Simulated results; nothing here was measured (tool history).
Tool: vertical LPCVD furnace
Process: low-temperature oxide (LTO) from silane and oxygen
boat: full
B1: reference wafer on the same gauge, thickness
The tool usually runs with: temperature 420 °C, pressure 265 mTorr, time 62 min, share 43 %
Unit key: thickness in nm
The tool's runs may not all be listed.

{"run": 1, "day": 0.0, "temperature": 420, "pressure": 265, "time": 62, "share": 43, "B1": 756.13, "thickness": 952.25}
{"run": 2, "day": 11.671, "temperature": 420, "pressure": 265, "time": 62, "share": 43, "B1": 755.71, "thickness": 959.72}
{"run": 3, "day": 13.538, "temperature": 420, "pressure": 265, "time": 62, "share": 43, "B1": 755.81, "thickness": 963.98}
{"run": 4, "day": 16.858, "temperature": 420, "pressure": 265, "time": 62, "share": 43, "B1": 756.4, "thickness": 967.79}
{"run": 5, "day": 19.217, "temperature": 420, "pressure": 265, "time": 62, "share": 43, "B1": 755.52, "thickness": 962.79}
{"run": 6, "day": 22.533, "temperature": 420, "pressure": 265, "time": 62, "share": 43, "B1": 755.24, "thickness": 963.18}
{"run": 7, "day": 24.625, "temperature": 420, "pressure": 265, "time": 62, "share": 43, "B1": 756.21, "thickness": 967.2}
{"run": 8, "day": 27.062, "temperature": 420, "pressure": 265, "time": 62, "share": 43, "B1": 756.13, "thickness": 969.2}
{"run": 9, "day": 29.417, "temperature": 420, "pressure": 265, "time": 62, "share": 43, "B1": 755.89, "thickness": 972.1}
{"run": 10, "day": 37.829, "temperature": 420, "pressure": 265, "time": 62, "share": 43, "B1": 755.77, "thickness": 970.47}
{"day": 39.45, "done": "silane flow controller replaced"}
{"run": 11, "day": 39.554, "temperature": 420, "pressure": 265, "time": 62, "share": 43, "B1": 755.91, "thickness": 978.23}
{"day": 42.821, "done": "gauge calibrated"}
{"day": 43.412, "done": "pressure gauge zeroed"}
{"run": 12, "day": 43.433, "temperature": 420, "pressure": 265, "time": 62, "share": 43, "B1": 756.86, "thickness": 921.51}
{"run": 13, "day": 46.821, "temperature": 420, "pressure": 265, "time": 62, "share": 43, "B1": 756.45, "thickness": 921.08}
{"run": 14, "day": 48.783, "temperature": 420, "pressure": 265, "time": 62, "share": 43, "B1": 755.32, "thickness": 918.7}
{"run": 15, "day": 51.717, "temperature": 420, "pressure": 265, "time": 62, "share": 43, "B1": 755.91, "thickness": 920.23}
{"run": 16, "day": 53.675, "temperature": 412, "pressure": 265, "time": 47.5, "share": 43, "B1": 756.08, "thickness": 647.32}
{"run": 17, "day": 56.8, "temperature": 420, "pressure": 285, "time": 73, "share": 39, "B1": 756.46, "thickness": 1050.03}
{"day": 60.129, "done": "thermocouples replaced and temperature profile calibrated"}
{"run": 18, "day": 60.854, "temperature": 420, "pressure": 265, "time": 62, "share": 43, "B1": 756.45, "thickness": 924}
{"run": 19, "day": 63.954, "temperature": 415, "pressure": 290, "time": 86.5, "share": 49, "B1": 755.86, "thickness": 1508.83}
{"run": 20, "day": 67.054, "temperature": 420, "pressure": 265, "time": 62, "share": 36, "B1": 756.17, "thickness": 751.28}
{"run": 21, "day": 70.792, "temperature": 420, "pressure": 265, "time": 62, "share": 36, "B1": 756.15, "thickness": 752.56}
{"run": 22, "day": 74.233, "temperature": 420, "pressure": 265, "time": 62, "share": 43, "B1": 755.6, "thickness": 920.61}
{"run": 23, "day": 75.817, "temperature": 411, "pressure": 265, "time": 62, "share": 50, "B1": 755.92, "thickness": 968.66}
{"run": 24, "day": 78.717, "temperature": 420, "pressure": 320, "time": 62, "share": 46, "B1": 755.97, "thickness": 1190.43}
{"run": 25, "day": 81.167, "temperature": 416, "pressure": 265, "time": 62, "share": 38, "B1": 756.28, "thickness": 772.5}
{"run": 26, "day": 83.071, "temperature": 413, "pressure": 315, "time": 38, "share": 36, "B1": 756.05, "thickness": 506.91}
{"run": 27, "day": 85.983, "temperature": 420, "pressure": 305, "time": 62, "share": 50, "B1": 755.42, "thickness": 1215.06}
{"run": 28, "day": 89.788, "temperature": 426, "pressure": 215, "time": 62, "share": 43, "B1": 755.4, "thickness": 796.05}
{"run": 29, "day": 92.954, "temperature": 420, "pressure": 265, "time": 85, "share": 50, "B1": 755.6, "thickness": 1443.35}
{"run": 30, "day": 97.425, "temperature": 420, "pressure": 265, "time": 62, "share": 50, "B1": 755.46, "thickness": 1062.11}
{"run": 31, "day": 100.912, "temperature": 420, "pressure": 265, "time": 62, "share": 43, "B1": 755.21, "thickness": 926.56}

Below, some changes in thickness between adjacent runs. For each, the amount present without the hidden state too (settings, incoming material, random variation) and the amount remaining for the hidden state with gauge scatter not shared by both compared results:
Unlogged tool condition in this case: true tube temperature minus thermocouple reading, K; true pressure minus gauge reading, mTorr; deviation of the silane flow from its setpoint, %; gauge reads high (%).
Run 1 -> 2: no setting changed, nothing entered. thickness +7.47 nm: hidden state +5.08, all else +2.39.
Run 9 -> 10: no setting changed, nothing entered. thickness -1.63 nm: hidden state +4.03, all else -5.66.
Run 11 -> 12: gauge calibrated, pressure gauge zeroed. thickness -56.72 nm: hidden state -55.62, all else -1.1.
Run 19 -> 20: temperature 415 -> 420, pressure 290 -> 265, time 86.5 -> 62, share 49 -> 36. thickness -757.55 nm: hidden state +1.68, all else -759.23.
Run 26 -> 27: temperature 413 -> 420, pressure 315 -> 305, time 38 -> 62, share 36 -> 50. thickness +708.15 nm: hidden state +0.15, all else +708.
Run 28 -> 29: temperature 426 -> 420, pressure 215 -> 265, time 62 -> 85, share 43 -> 50. thickness +647.3 nm: hidden state +1, all else +646.3.

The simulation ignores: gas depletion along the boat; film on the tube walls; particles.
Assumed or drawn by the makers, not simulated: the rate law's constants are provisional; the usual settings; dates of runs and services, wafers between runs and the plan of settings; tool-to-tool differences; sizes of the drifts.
